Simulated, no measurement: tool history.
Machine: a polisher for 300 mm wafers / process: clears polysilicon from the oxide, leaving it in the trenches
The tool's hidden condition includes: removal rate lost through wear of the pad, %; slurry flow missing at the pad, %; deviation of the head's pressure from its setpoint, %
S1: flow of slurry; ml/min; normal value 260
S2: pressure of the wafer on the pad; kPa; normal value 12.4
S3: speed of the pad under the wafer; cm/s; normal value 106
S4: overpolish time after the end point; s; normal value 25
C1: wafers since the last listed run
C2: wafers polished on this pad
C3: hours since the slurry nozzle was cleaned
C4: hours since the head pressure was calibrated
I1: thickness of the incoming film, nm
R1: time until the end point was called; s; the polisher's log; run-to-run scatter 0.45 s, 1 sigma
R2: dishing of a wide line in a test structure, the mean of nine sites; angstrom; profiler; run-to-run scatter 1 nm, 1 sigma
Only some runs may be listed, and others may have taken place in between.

run     day   S1    S2   S3  S4    C1    C2     C3     C4     I1    R1   R2
  1       0  260  10.3  106  18     0  1545    155  542.8  462.3  55.6  669
  2   1.562  260  10.3  106  18   303  1848  192.5  580.3    462  56.3  701
  3    3.95  260  12.4  106  25   463  2311  249.8  637.6    472  48.4  766
  4   5.708  260  12.4  106  25   341  2652    292  679.8  474.4  48.7  787
  5   8.088  260  12.4  106  25   461  3113  349.1  736.9  469.9  48.7  783
  6  10.508  260  12.4  106  25   469  3583  407.2    795  469.2  49.1  795
     10.967  -- worn pad replaced by a new one
  7  12.688  260  12.4  106  25   390   333  459.5  847.3  471.5  49.4  783
  8  13.838  260  12.4  106  25   223   556  487.1  874.9  470.6  48.8  785
  9  15.492  260  12.4  106  25   320   877  526.8  914.6  473.1  49.8  781
       16.6  -- head pressure recalibrated
 10  17.929  260  12.4  106  25   456  1333  585.3   31.9  468.8  49.3  762
 11  20.475  260  12.4  106  25   493  1827  646.4     93  462.7  48.6  757
      22.35  -- slurry nozzle cleaned
 12  23.083  260  12.4  106  25   497  2325   17.6  155.6  471.2  45.8  793
 13  24.879  260  12.4  106  25   348  2673   60.7  198.7    467  46.3  780
 14  26.696  260  12.4  106  25   352  3026  104.3  242.3  475.5  47.5  800
 15  28.217  260    11  106  25   294  3321  140.8  278.8    466  52.9  773
      28.45  -- worn pad replaced by a new one
 16  29.433  260  12.4  106  25   203   190    170    308  468.2  46.6  796
 17  30.658  260  12.4  106  25   237   427  199.4  337.4  472.4    47  795
 18  32.617  290  10.3  126  35   379   807  246.4  384.4  471.3  48.4  842
 19  33.638  260  10.3  120  35   197  1005  270.9  408.9  471.2    50  809
 20  35.804  180  16.5  106  10   420  1425  322.9  460.9  465.8  37.5  632
 21  36.971  190  12.4  106  25   226  1652  350.9  488.9    461  49.8  766
 22  38.625  190  12.4  106  25   320  1972  390.6  528.6  464.6  50.9  771
 23  42.688  260  10.3  106  18   787  2760  488.1  626.1  465.4  56.7  672
 24  45.038  310  12.4  136  25   455  3216  544.5  682.5  465.5  37.3  825
     46.475  -- worn pad replaced by a new one
 25  51.392  175  12.4  106  10  1200   953    697    835  470.7  52.7  517
     52.671  -- slurry nozzle cleaned
 26  53.921  260  12.4  106  25   482  1436     30  895.7  476.1  46.9  803
 27  55.367  260  12.4  128  25   280  1716   64.7  930.4  478.5  38.9  813
     57.721  -- head pressure recalibrated
 28  58.312  260  12.4  106  25   555  2271  135.4   14.2  478.8  47.2  769
 29  60.221  260  12.4   68  25   370  2641  181.2     60  472.8  72.5  711
 30  62.338  260  16.5  144  25   410  3052    232  110.8  475.5  26.7  845
 31  64.408  335  13.8   78  16   401  3453  281.7  160.5    479  57.8  645
     65.417  -- worn pad replaced by a new one
 32  65.612  205  13.8  138  32   201    37  310.6  189.4  466.9  34.4  836
 33  68.154  185  15.2  138  37   492   530  371.6  250.4    465  31.8  842
 34  69.679  190  12.4   80  38   295   826  408.2    287  467.9  66.5  811

4 ways to go on from here, each from the tool as it stands after run 34. What would each give?
  A  69.696  260  12.4  106  25   3  829  408.6  287.4  464.9   ?   ?
  B  69.696  220  12.4  106  19   3  829  408.6  287.4  464.9   ?   ?
  C  69.696  260  12.4  106  21   3  829  408.6  287.4  464.9   ?   ?
  D  69.696  345  12.4  106  25   3  829  408.6  287.4  464.9   ?   ?

run    R1   R2
  A  48.6  786
  B    50  728
  C  48.6  755
  D  46.8  792
Had the tool no hidden state, the same runs would have come out as:
run    R1   R2
  A  46.1  794
  B  46.9  742
  C  46.1  766
  D  44.9  798
